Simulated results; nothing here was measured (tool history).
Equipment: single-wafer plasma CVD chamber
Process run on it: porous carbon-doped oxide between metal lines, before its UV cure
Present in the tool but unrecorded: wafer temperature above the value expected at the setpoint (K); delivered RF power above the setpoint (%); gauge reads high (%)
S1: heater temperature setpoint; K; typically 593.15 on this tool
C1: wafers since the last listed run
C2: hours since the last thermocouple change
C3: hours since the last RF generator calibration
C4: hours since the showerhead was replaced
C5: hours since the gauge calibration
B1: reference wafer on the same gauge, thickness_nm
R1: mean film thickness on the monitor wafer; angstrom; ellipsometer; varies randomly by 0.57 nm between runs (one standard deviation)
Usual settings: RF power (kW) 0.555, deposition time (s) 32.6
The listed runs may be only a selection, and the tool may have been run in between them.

{"run": 1, "day": 0.0, "S1": 593.15, "RF power (kW)": 0.615, "deposition time (s)": 32.6, "C1": 0, "C2": 639.5, "C3": 1002.3, "C4": 2296.6, "C5": 1290.9, "B1": 128.858, "R1": 1577.93}
{"day": 0.812, "done": "gauge calibrated"}
{"run": 2, "day": 4.25, "S1": 593.15, "RF power (kW)": 0.555, "deposition time (s)": 32.6, "C1": 1555, "C2": 741.5, "C3": 1104.3, "C4": 2398.6, "C5": 82.5, "B1": 129.096, "R1": 1440.98}
{"run": 3, "day": 5.892, "S1": 593.15, "RF power (kW)": 0.555, "deposition time (s)": 32.6, "C1": 600, "C2": 780.9, "C3": 1143.7, "C4": 2438, "C5": 121.9, "B1": 129.139, "R1": 1444.61}
{"run": 4, "day": 7.95, "S1": 593.15, "RF power (kW)": 0.555, "deposition time (s)": 32.6, "C1": 753, "C2": 830.3, "C3": 1193.1, "C4": 2487.4, "C5": 171.3, "B1": 128.695, "R1": 1438.61}
{"run": 5, "day": 10.846, "S1": 593.15, "RF power (kW)": 0.555, "deposition time (s)": 32.6, "C1": 1059, "C2": 899.8, "C3": 1262.6, "C4": 2556.9, "C5": 240.8, "B1": 128.861, "R1": 1433.37}
{"run": 6, "day": 14.571, "S1": 593.15, "RF power (kW)": 0.555, "deposition time (s)": 34.1, "C1": 1363, "C2": 989.2, "C3": 1352, "C4": 2646.3, "C5": 330.2, "B1": 128.989, "R1": 1511.97}
{"run": 7, "day": 16.329, "S1": 593.15, "RF power (kW)": 0.555, "deposition time (s)": 32.6, "C1": 643, "C2": 1031.4, "C3": 1394.2, "C4": 2688.5, "C5": 372.4, "B1": 129.133, "R1": 1441.71}
{"run": 8, "day": 18.392, "S1": 593.15, "RF power (kW)": 0.555, "deposition time (s)": 32.6, "C1": 754, "C2": 1080.9, "C3": 1443.7, "C4": 2738, "C5": 421.9, "B1": 129.312, "R1": 1437.21}
{"run": 9, "day": 20.938, "S1": 593.15, "RF power (kW)": 0.555, "deposition time (s)": 32.6, "C1": 931, "C2": 1142, "C3": 1504.8, "C4": 2799.1, "C5": 483, "B1": 128.879, "R1": 1431.43}
{"run": 10, "day": 23.321, "S1": 593.15, "RF power (kW)": 0.555, "deposition time (s)": 32.6, "C1": 872, "C2": 1199.2, "C3": 1562, "C4": 2856.3, "C5": 540.2, "B1": 129.108, "R1": 1433.98}
{"run": 11, "day": 26.162, "S1": 593.15, "RF power (kW)": 0.555, "deposition time (s)": 32.6, "C1": 1040, "C2": 1267.4, "C3": 1630.2, "C4": 2924.5, "C5": 608.4, "B1": 128.875, "R1": 1432.47}
{"run": 12, "day": 28.646, "S1": 593.15, "RF power (kW)": 0.555, "deposition time (s)": 32.6, "C1": 908, "C2": 1327, "C3": 1689.8, "C4": 2984.1, "C5": 668, "B1": 129.01, "R1": 1434.26}
{"run": 13, "day": 32.667, "S1": 593.15, "RF power (kW)": 0.555, "deposition time (s)": 32.6, "C1": 1471, "C2": 1423.5, "C3": 1786.3, "C4": 3080.6, "C5": 764.5, "B1": 129.18, "R1": 1435.07}
{"run": 14, "day": 36.45, "S1": 593.15, "RF power (kW)": 0.555, "deposition time (s)": 32.6, "C1": 1384, "C2": 1514.3, "C3": 1877.1, "C4": 3171.4, "C5": 855.3, "B1": 128.986, "R1": 1423.13}
{"run": 15, "day": 39.279, "S1": 593.15, "RF power (kW)": 0.555, "deposition time (s)": 32.6, "C1": 1035, "C2": 1582.2, "C3": 1945, "C4": 3239.3, "C5": 923.2, "B1": 129.007, "R1": 1428.25}
{"day": 39.958, "done": "showerhead replaced"}
{"run": 16, "day": 42.379, "S1": 608.15, "RF power (kW)": 0.495, "deposition time (s)": 26.9, "C1": 1012, "C2": 1656.6, "C3": 2019.4, "C4": 58.1, "C5": 997.6, "B1": 128.973, "R1": 994.63}
{"day": 44.029, "done": "gauge calibrated"}
{"run": 17, "day": 44.542, "S1": 593.15, "RF power (kW)": 0.555, "deposition time (s)": 32.6, "C1": 791, "C2": 1708.5, "C3": 2071.3, "C4": 110, "C5": 12.3, "B1": 129.105, "R1": 1436.21}
{"run": 18, "day": 49.017, "S1": 587.15, "RF power (kW)": 0.555, "deposition time (s)": 32.6, "C1": 1637, "C2": 1815.9, "C3": 2178.7, "C4": 217.4, "C5": 119.7, "B1": 129.155, "R1": 1479.59}
{"day": 50.854, "done": "thermocouple changed; heater temperature recalibrated"}
{"run": 19, "day": 50.875, "S1": 586.15, "RF power (kW)": 0.555, "deposition time (s)": 27, "C1": 558, "C2": 0.5, "C3": 2223.3, "C4": 262, "C5": 164.3, "B1": 128.829, "R1": 1234.33}
{"run": 20, "day": 52.35, "S1": 604.15, "RF power (kW)": 0.64, "deposition time (s)": 29.5, "C1": 539, "C2": 35.9, "C3": 2258.7, "C4": 297.4, "C5": 199.7, "B1": 129.307, "R1": 1387.69}
{"run": 21, "day": 54.088, "S1": 593.15, "RF power (kW)": 0.555, "deposition time (s)": 32.6, "C1": 635, "C2": 77.6, "C3": 2300.4, "C4": 339.1, "C5": 241.4, "B1": 129.061, "R1": 1424.09}
{"day": 55.129, "done": "RF generator calibrated"}
{"run": 22, "day": 57.154, "S1": 593.15, "RF power (kW)": 0.555, "deposition time (s)": 32.6, "C1": 1000, "C2": 151.2, "C3": 48.6, "C4": 412.7, "C5": 315, "B1": 128.876, "R1": 1509.74}
{"run": 23, "day": 61.542, "S1": 584.15, "RF power (kW)": 0.455, "deposition time (s)": 29, "C1": 1605, "C2": 256.5, "C3": 153.9, "C4": 518, "C5": 420.3, "B1": 129.038, "R1": 1152.2}
{"run": 24, "day": 64.388, "S1": 593.15, "RF power (kW)": 0.49, "deposition time (s)": 36, "C1": 1041, "C2": 324.8, "C3": 222.2, "C4": 586.3, "C5": 488.6, "B1": 128.858, "R1": 1476.6}
{"run": 25, "day": 73.008, "S1": 593.15, "RF power (kW)": 0.555, "deposition time (s)": 32.6, "C1": 3155, "C2": 531.7, "C3": 429.1, "C4": 793.2, "C5": 695.5, "B1": 129.047, "R1": 1476.61}
{"run": 26, "day": 75.871, "S1": 593.15, "RF power (kW)": 0.665, "deposition time (s)": 32.6, "C1": 1047, "C2": 600.4, "C3": 497.8, "C4": 861.9, "C5": 764.2, "B1": 129.312, "R1": 1725.72}
{"run": 27, "day": 79.421, "S1": 578.15, "RF power (kW)": 0.64, "deposition time (s)": 26.8, "C1": 1299, "C2": 685.6, "C3": 583, "C4": 947.1, "C5": 849.4, "B1": 128.883, "R1": 1483.06}
{"run": 28, "day": 83.379, "S1": 593.15, "RF power (kW)": 0.555, "deposition time (s)": 37.2, "C1": 1448, "C2": 780.6, "C3": 678, "C4": 1042.1, "C5": 944.4, "B1": 128.897, "R1": 1671.56}
{"run": 29, "day": 86.788, "S1": 593.15, "RF power (kW)": 0.555, "deposition time (s)": 32.6, "C1": 1247, "C2": 862.4, "C3": 759.8, "C4": 1123.9, "C5": 1026.2, "B1": 129.046, "R1": 1473.33}
{"run": 30, "day": 90.421, "S1": 593.15, "RF power (kW)": 0.555, "deposition time (s)": 32.6, "C1": 1329, "C2": 949.6, "C3": 847, "C4": 1211.1, "C5": 1113.4, "B1": 128.962, "R1": 1467.64}

How would selected steps in R1 from run to run divide? Give the signed amount a tool lacking its hidden state would still show from settings, what came in and random variation, and the signed amount left for the hidden state, including any gauge scatter that is not in both of the compared results.
Run 15 -> 16: S1 593.15 -> 608.15, RF power (kW) 0.555 -> 0.495, deposition time (s) 32.6 -> 26.9, showerhead replaced. R1 -433.62 angstrom: hidden state +20.58, all else -454.2.
Run 16 -> 17: S1 608.15 -> 593.15, RF power (kW) 0.495 -> 0.555, deposition time (s) 26.9 -> 32.6, gauge calibrated. R1 +441.58 angstrom: hidden state -22.03, all else +463.61.
Run 21 -> 22: RF generator calibrated. R1 +85.65 angstrom: hidden state +82.75, all else +2.9.
Run 22 -> 23: S1 593.15 -> 584.15, RF power (kW) 0.555 -> 0.455, deposition time (s) 32.6 -> 29. R1 -357.54 angstrom: hidden state -7.95, all else -349.59.
